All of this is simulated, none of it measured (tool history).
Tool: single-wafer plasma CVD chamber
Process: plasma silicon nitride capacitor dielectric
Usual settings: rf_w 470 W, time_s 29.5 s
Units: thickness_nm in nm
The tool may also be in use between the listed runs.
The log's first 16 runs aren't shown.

run	hour	rf_w	time_s	wafers since the last listed run	hours since the last RF generator calibration	hours since the showerhead was replaced	hours since the gauge calibration	read-back reference wafer on the same gauge, thickness_nm	thickness_nm
17	735.1	435	27	1167	748.5	5045.3	513.9	55.614	42.256
18	779.1	410	31.2	1208	792.5	5089.3	557.9	55.404	48.199
19	846.5	505	35.2	1851	859.9	5156.7	625.3	55.195	58.112
# hour 862.9: RF generator calibrated
20	909.3	470	30.8	1505	46.4	5219.5	688.1	55.065	49.701
# hour 983.3: showerhead replaced
21	1098.9	545	24.8	4987	236	115.6	877.7	54.486	41.267
22	1136.8	495	26.3	1040	273.9	153.5	915.6	54.272	42.692
# hour 1196: gauge calibrated
23	1201.7	470	29.5	1782	338.8	218.4	5.7	56.282	48.258
24	1237.8	470	29.5	991	374.9	254.5	41.8	56.279	48.345
25	1274	390	34	994	411.1	290.7	78	56.218	52.145
26	1300.3	400	26.3	722	437.4	317	104.3	56.288	40.943
27	1461.9	470	29.5	4438	599	478.6	265.9	56.07	48.014
28	1506.8	470	29.5	1233	643.9	523.5	310.8	56.023	48.551
29	1537.8	530	27.4	851	674.9	554.5	341.8	56.027	46.336
30	1588	470	26.7	1378	725.1	604.7	392	55.865	43.387
31	1649.2	410	32.2	1680	786.3	665.9	453.2	55.832	50.35
32	1686.2	470	27.2	1016	823.3	702.9	490.2	55.691	44.048
33	1733.1	425	29.5	1288	870.2	749.8	537.1	55.661	46.375

4 ways to go on from here, each from the tool as it stands after run 33. What would each give?
A	1733.5	470	29.5	10	870.6	750.2	537.5	?	?
B	1733.5	555	25.2	10	870.6	750.2	537.5	?	?
C	1733.5	385	31.1	10	870.6	750.2	537.5	?	?
D	1733.5	540	24.9	10	870.6	750.2	537.5	?	?

run	read-back reference wafer on the same gauge, thickness_nm	thickness_nm
A	55.699	47.781
B	55.699	43.2
C	55.699	46.964
D	55.699	42.292
Without the tool's hidden state the same runs would have given:
run	thickness_nm
A	47.99
B	43.389
C	47.17
D	42.477

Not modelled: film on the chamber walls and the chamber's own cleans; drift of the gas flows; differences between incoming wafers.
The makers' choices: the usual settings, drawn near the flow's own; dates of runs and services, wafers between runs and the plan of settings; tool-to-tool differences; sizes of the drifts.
